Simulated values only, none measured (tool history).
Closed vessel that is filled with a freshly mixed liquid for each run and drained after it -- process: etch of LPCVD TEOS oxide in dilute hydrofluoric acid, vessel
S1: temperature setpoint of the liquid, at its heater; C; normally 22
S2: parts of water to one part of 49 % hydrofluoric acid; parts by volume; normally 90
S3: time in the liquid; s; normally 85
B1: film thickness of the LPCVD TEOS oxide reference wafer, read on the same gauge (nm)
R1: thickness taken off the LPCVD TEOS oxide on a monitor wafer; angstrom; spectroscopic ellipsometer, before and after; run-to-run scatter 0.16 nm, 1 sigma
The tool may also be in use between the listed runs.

run     day  S1   S2   S3     B1     R1
  1       0  22   90   85  60.05  169.8
  2    2.65  22   90   85  60.01    164
  3   5.142  22   90   85  59.98  166.7
  4   6.571  22   70   85  59.99  220.5
  5   8.492  22   70   85  59.98  222.1
  6  10.088  22   90   85  60.02    164
  7  11.788  22   90   85     60    167
  8  14.279  22   90   85  60.02  165.8
  9   15.85  22   90   85  59.95  168.1
 10  18.404  22   70   45  59.98  116.7
 11  19.746  22  115   55     60   81.1
 12  22.688  17   90  100     60  157.2
 13   24.55  24   80   50  60.03  123.4
 14  26.712  22   65   85  60.01  239.7
 15  29.562  22   90  115  59.96  228.5
 16  31.725  22   90   85  59.99  165.6
 17  33.262  27   70   70  60.04  216.3
 18  35.604  19  120   85  60.02  108.4

Removed from this log: 4 entries logged between the listed runs. Between which two listed runs does each belong, and how does the tool's hidden state at the listed run before it compare with that at the listed run after it?
From run 2 to run 3: gauge calibrated (day 3.171)
  both runs share identical hidden conditions
From run 9 to run 10: hydrofluoric acid flow meter replaced (day 17.662)
  both runs share identical hidden conditions
From run 12 to run 13: gauge calibrated (day 22.962); thermometer replaced (day 24.404)
  both runs share identical hidden conditions
